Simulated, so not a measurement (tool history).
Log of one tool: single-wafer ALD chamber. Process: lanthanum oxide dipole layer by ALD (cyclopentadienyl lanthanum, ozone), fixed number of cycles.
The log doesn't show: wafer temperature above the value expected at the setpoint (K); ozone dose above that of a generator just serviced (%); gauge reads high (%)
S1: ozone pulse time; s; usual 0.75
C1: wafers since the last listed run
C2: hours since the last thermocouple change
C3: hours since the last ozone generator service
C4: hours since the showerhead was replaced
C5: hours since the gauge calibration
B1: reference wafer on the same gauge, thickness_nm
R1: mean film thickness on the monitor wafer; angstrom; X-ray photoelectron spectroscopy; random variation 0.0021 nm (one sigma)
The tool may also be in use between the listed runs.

run     day    S1    C1      C2      C3      C4     C5     B1    R1
  1       0  0.75     0  2106.1   755.4  5436.5  302.8   0.43  4.18
  2   1.188  0.75   372  2134.6   783.9    5465  331.3   0.43  4.14
  3   5.154  0.75  1245  2229.8   879.1  5560.2  426.5   0.43   4.2
  4   5.979  0.85   258  2249.6   898.9    5580  446.3   0.43  4.43
  5   8.442  0.85   772  2308.7     958  5639.1  505.4   0.43  4.43
  6   9.071  0.75   197  2323.8   973.1  5654.2  520.5   0.43  4.12
  7  10.358  0.75   404  2354.7    1004  5685.1  551.4   0.43  4.14
     11.221  -- gauge calibrated
  8  11.525  0.75   366  2382.7    1032  5713.1    7.3   0.43  4.18
  9  12.921  0.75   438  2416.2  1065.5  5746.6   40.8  0.429   4.1
 10  13.462  0.75   170  2429.2  1078.5  5759.6   53.8   0.43  4.14
 11  14.317  0.75   268  2449.7    1099  5780.1   74.3  0.431  4.17
     15.012  -- ozone generator serviced
     15.196  -- thermocouple changed; heater temperature recalibrated
 12  15.217  0.54   120     0.5     4.9  5801.7   95.9   0.43  3.59
 13  16.408  0.65   374    29.1    33.5  5830.3  124.5   0.43  4.05
 14  17.079  0.95   210    45.2    49.6  5846.4  140.6   0.43  4.83
 15  18.296  1.01   381    74.4    78.8  5875.6  169.8   0.43  4.92
 16  19.408  0.49   349   101.1   105.5  5902.3  196.5   0.43  3.25
 17  20.325  0.75   287   123.1   127.5  5924.3  218.5   0.43  4.28
     21.233  -- showerhead replaced
 18  21.488  0.84   260     151   155.4     6.1  246.4   0.43  4.54
 19    22.2  0.93   223   168.1   172.5    23.2  263.5   0.43  4.77
 20  26.017  0.75  1198   259.7   264.1   114.8  355.1   0.43  4.23
 21  26.946  0.64   291     282   286.4   137.1  377.4   0.43   3.9
 22  28.171  1.02   384   311.4   315.8   166.5  406.8   0.43  4.85

5 ways to go on from here, each from the tool as it stands after run 22. What would each give?
  A  28.188  0.75   5  311.8  316.2  166.9  407.2   ?   ?
  B  28.188  1.04   5  311.8  316.2  166.9  407.2   ?   ?
  C  28.188     1   5  311.8  316.2  166.9  407.2   ?   ?
  D  28.188  0.99   5  311.8  316.2  166.9  407.2   ?   ?
  E  28.188  0.57   5  311.8  316.2  166.9  407.2   ?   ?

run    B1    R1
  A  0.43  4.22
  B  0.43  4.87
  C  0.43   4.8
  D  0.43  4.78
  E  0.43  3.55
Without the tool's hidden state the same runs would have given:
run    R1
  A  4.36
  B  4.97
  C  4.91
  D  4.89
  E   3.7
